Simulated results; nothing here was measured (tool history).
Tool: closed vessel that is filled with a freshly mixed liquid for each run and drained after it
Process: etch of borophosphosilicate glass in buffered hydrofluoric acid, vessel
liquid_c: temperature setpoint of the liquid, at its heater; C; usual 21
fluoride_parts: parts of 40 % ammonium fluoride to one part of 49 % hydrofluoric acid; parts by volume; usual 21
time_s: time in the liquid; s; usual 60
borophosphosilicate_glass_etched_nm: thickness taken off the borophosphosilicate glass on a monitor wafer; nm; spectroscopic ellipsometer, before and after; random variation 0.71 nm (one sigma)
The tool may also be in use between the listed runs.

run   hour  liquid_c  fluoride_parts  time_s  wafers since the last listed run  hours since the thermometer was replaced  hours since the hydrofluoric acid flow meter was replaced  hours since the gauge calibration  read-back film thickness of the borophosphosilicate glass reference wafer, read on the same gauge (nm)  borophosphosilicate_glass_etched_nm
  1      0        18              21      80                                 0                                       737                                                      259.6                              393.9                                                                                                      80                                76.71
  2    7.8        21              21      75                               562                                     744.8                                                      267.4                              401.7                                                                                                      80                                83.89
  3   26.7        21              21      75                              1363                                     763.7                                                      286.3                              420.6                                                                                                   79.99                                83.99
  4   69.2        21              21      70                              3066                                     806.2                                                      328.8                              463.1                                                                                                      80                                77.25
  5     84        21              21      60                              1067                                       821                                                      343.6                              477.9                                                                                                      80                                66.46
  6   96.4        21              21      60                               894                                     833.4                                                        356                              490.3                                                                                                   80.01                                65.82
  7  107.4      23.5              21      60                               793                                     844.4                                                        367                              501.3                                                                                                      80                                 76.6
  8  117.3      23.5              21      60                               714                                     854.3                                                      376.9                              511.2                                                                                                      80                                75.25
  9  129.2        21              21      85                               858                                     866.2                                                      388.8                              523.1                                                                                                   79.99                                93.83
 10    154        21              21      85                              1789                                       891                                                      413.6                              547.9                                                                                                   79.98                                95.09
     157.3  -- hydrofluoric acid flow meter replaced
     162.8  -- gauge calibrated
     166.5  -- thermometer replaced
 11    167      18.5              21      60                               793                                       0.5                                                        9.7                                4.2                                                                                                   80.01                                63.96
 12  182.7      18.5              21      60                              1132                                      16.2                                                       25.4                               19.9                                                                                                   80.01                                64.62
 13  199.2        21            27.5      60                              1190                                      32.7                                                       41.9                               36.4                                                                                                   79.98                                61.65
 14  214.9        21              21      60                              1132                                      48.4                                                       57.6                               52.1                                                                                                      80                                73.76
 15  230.6        21              21      60                              1132                                      64.1                                                       73.3                               67.8                                                                                                   80.01                                72.94
 16  247.3        21              16      70                              1205                                      80.8                                                         90                               84.5                                                                                                   79.99                               108.63
 17    257        21              21      60                               699                                      90.5                                                       99.7                               94.2                                                                                                      80                                73.36
 18  280.6      25.5            27.5      90                              1702                                     114.1                                                      123.3                              117.8                                                                                                      80                               115.81
 19  294.1        21              21      50                               974                                     127.6                                                      136.8                              131.3                                                                                                   79.99                                61.02
 20  307.9      25.5            25.5      35                               995                                     141.4                                                      150.6                              145.1                                                                                                   79.99                                47.73
 21  319.5        21              21      60                               837                                       153                                                      162.2                              156.7                                                                                                   79.99                                72.16
 22    326      19.5              16      60                               469                                     159.5                                                      168.7                              163.2                                                                                                      80                                86.37
 23  343.5        21            14.5      90                              1262                                       177                                                      186.2                              180.7                                                                                                   79.99                                  152
 24  350.2        17              21      35                               483                                     183.7                                                      192.9                              187.4                                                                                                      80                                34.18
 25  367.8      23.5              21      75                              1270                                     201.3                                                      210.5                                205                                                                                                      80                               102.81
 26    384        21              21      60                              1168                                     217.5                                                      226.7                              221.2                                                                                                   79.99                                 71.9
 27  401.3      22.5            17.5      90                              1248                                     234.8                                                        244                              238.5                                                                                                   80.01                               140.16
 28  429.3        21              21      90                              2020                                     262.8                                                        272                              266.5                                                                                                      80                               107.43
 29  444.9        25            28.5      95                              1125                                     278.4                                                      287.6                              282.1                                                                                                   80.01                                113.7
 30  451.4        24              28      80                               469                                     284.9                                                      294.1                              288.6                                                                                                      80                                90.03
 31  462.3        21              21      60                               786                                     295.8                                                        305                              299.5                                                                                                   80.01                                70.57
 32  492.4        19            15.5      50                              2172                                     325.9                                                      335.1                              329.6                                                                                                      80                                69.34

4 ways to go on from here, each from the tool as it stands after run 32. What would each give?
  A  493.1        21              25      60                                50                                     326.6                                                      335.8                              330.3                                                                                                       ?                                    ?
  B  493.1        25              28      40                                50                                     326.6                                                      335.8                              330.3                                                                                                       ?                                    ?
  C  493.1      24.5              28      60                                50                                     326.6                                                      335.8                              330.3                                                                                                       ?                                    ?
  D  493.1      25.5            28.5      60                                50                                     326.6                                                      335.8                              330.3                                                                                                       ?                                    ?

run  read-back film thickness of the borophosphosilicate glass reference wafer, read on the same gauge (nm)  borophosphosilicate_glass_etched_nm
  A                                                                                                   79.99                                61.43
  B                                                                                                   79.99                                47.18
  C                                                                                                   79.99                                68.87
  D                                                                                                   79.99                                71.84
Without the tool's hidden state the same runs would have given:
run  borophosphosilicate_glass_etched_nm
  A                                 64.5
  B                                49.49
  C                                72.25
  D                                75.35
